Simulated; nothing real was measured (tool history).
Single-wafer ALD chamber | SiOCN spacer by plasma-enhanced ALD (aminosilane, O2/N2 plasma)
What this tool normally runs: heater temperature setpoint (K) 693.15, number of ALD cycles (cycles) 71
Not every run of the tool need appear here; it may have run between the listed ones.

| run | hour | heater temperature setpoint (K) | number of ALD cycles (cycles) | read-back reference wafer on the same gauge, thickness_nm | mean film thickness on the monitor wafer (nm) |
|---|---|---|---|---|---|
| 1 | 0.0 | 697.15 | 71 | 3.866 | 3.714 |
| 2 | 17.4 | 693.15 | 71 | 3.855 | 3.716 |
| 3 | 34.8 | 693.15 | 71 | 3.864 | 3.740 |
| 4 | 78.6 | 682.15 | 78 | 3.860 | 4.294 |
| 5 | 95.4 | 682.15 | 78 | 3.860 | 4.283 |
| 6 | 102.3 | 682.15 | 78 | 3.862 | 4.295 |
| 7 | 109.9 | 701.15 | 76 | 3.860 | 3.900 |
| 8 | 116.3 | 701.15 | 76 | 3.857 | 3.914 |
| 9 | 130.4 | 679.15 | 82 | 3.857 | 4.578 |
| 10 | 141.5 | 707.15 | 60 | 3.862 | 3.003 |
| 11 | 159.0 | 693.15 | 71 | 3.857 | 3.750 |
| 12 | 162.7 | 708.15 | 75 | 3.863 | 3.757 |
| 13 | 180.1 | 693.15 | 63 | 3.859 | 3.312 |
| 14 | 187.4 | 687.15 | 61 | 3.861 | 3.295 |
| 15 | 201.1 | 698.15 | 64 | 3.861 | 3.316 |
| 16 | 213.7 | 704.15 | 63 | 3.857 | 3.203 |

Withheld: 2 entries from between the runs. Position of each, and hidden state at the listed run before versus the listed run after:
Logged between run 5 and run 6: gauge calibrated (hour 100.6)
  both runs share identical hidden conditions
Logged between run 10 and run 11: thermocouple changed; heater temperature recalibrated (hour 158.5)
  both runs share identical hidden conditions

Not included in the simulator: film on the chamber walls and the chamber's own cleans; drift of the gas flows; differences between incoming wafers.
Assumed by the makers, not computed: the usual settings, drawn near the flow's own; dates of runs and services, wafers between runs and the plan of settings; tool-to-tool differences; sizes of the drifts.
